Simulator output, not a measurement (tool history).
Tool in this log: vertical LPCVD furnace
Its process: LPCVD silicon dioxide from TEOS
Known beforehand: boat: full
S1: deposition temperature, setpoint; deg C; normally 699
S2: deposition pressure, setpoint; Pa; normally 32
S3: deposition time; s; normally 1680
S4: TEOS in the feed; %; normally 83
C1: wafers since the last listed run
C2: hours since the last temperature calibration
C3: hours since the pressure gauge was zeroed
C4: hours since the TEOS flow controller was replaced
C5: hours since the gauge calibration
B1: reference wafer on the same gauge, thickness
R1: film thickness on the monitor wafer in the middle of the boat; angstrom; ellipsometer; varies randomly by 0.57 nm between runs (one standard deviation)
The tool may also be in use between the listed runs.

run,hour,S1,S2,S3,S4,C1,C2,C3,C4,C5,B1,R1
1,0,699,32,1680,83,0,1515.6,3035,5656.2,124.3,149.03,1975.7
2,14.7,690,32,1680,83,129,1530.3,3049.7,5670.9,139,149.08,1605.4
3,30.5,690,32,1680,83,138,1546.1,3065.5,5686.7,154.8,149.06,1601
4,49.3,690,32,1680,83,165,1564.9,3084.3,5705.5,173.6,149.04,1596.1
5,67.5,699,35.3,1680,83,159,1583.1,3102.5,5723.7,191.8,148.96,2091.7
6,80.2,699,32,1680,83,111,1595.8,3115.2,5736.4,204.5,148.83,1981.4
7,94.4,699,32,1680,83,124,1610,3129.4,5750.6,218.7,149.06,1989.7
# hour 147.1: pressure gauge zeroed
8,147.6,699,27.3,1680,83,256,1663.2,0.5,5803.8,271.9,149.08,1843.5
9,163.1,699,32,1680,83,136,1678.7,16,5819.3,287.4,148.98,1997.7
# hour 172.4: gauge calibrated
10,173.9,699,32,1680,91,94,1689.5,26.8,5830.1,1.5,148.95,2084.3
11,187.1,703,32,2010,67,115,1702.7,40,5843.3,14.7,149.07,2354.3
# hour 221.8: TEOS flow controller replaced
# hour 264.2: thermocouples replaced and temperature profile calibrated
12,264.7,699,32,1680,83,259,0.5,117.6,42.9,92.3,149,1878.1
13,305.6,699,32,2250,83,359,41.4,158.5,83.8,133.2,149.01,2505
14,322.4,704,32,1680,83,147,58.2,175.3,100.6,150,149.02,2112.1
15,334.6,690,30,2310,83,107,70.4,187.5,112.8,162.2,148.99,2017.7

For each run, what was the tool's unlogged condition?
true pressure minus gauge reading, mTorr: 0 across all the runs
deviation of the TEOS flow from its setpoint, %: 0 across all the runs
gauge reads high (%): 0 across all the runs
H1: true tube temperature minus thermocouple reading, K
run,H1
1,2.38
2,2.42
3,2.47
4,2.53
5,2.58
6,2.62
7,2.67
8,2.84
9,2.89
10,2.92
11,2.97
12,0.21
13,0.212
14,0.214
15,0.215
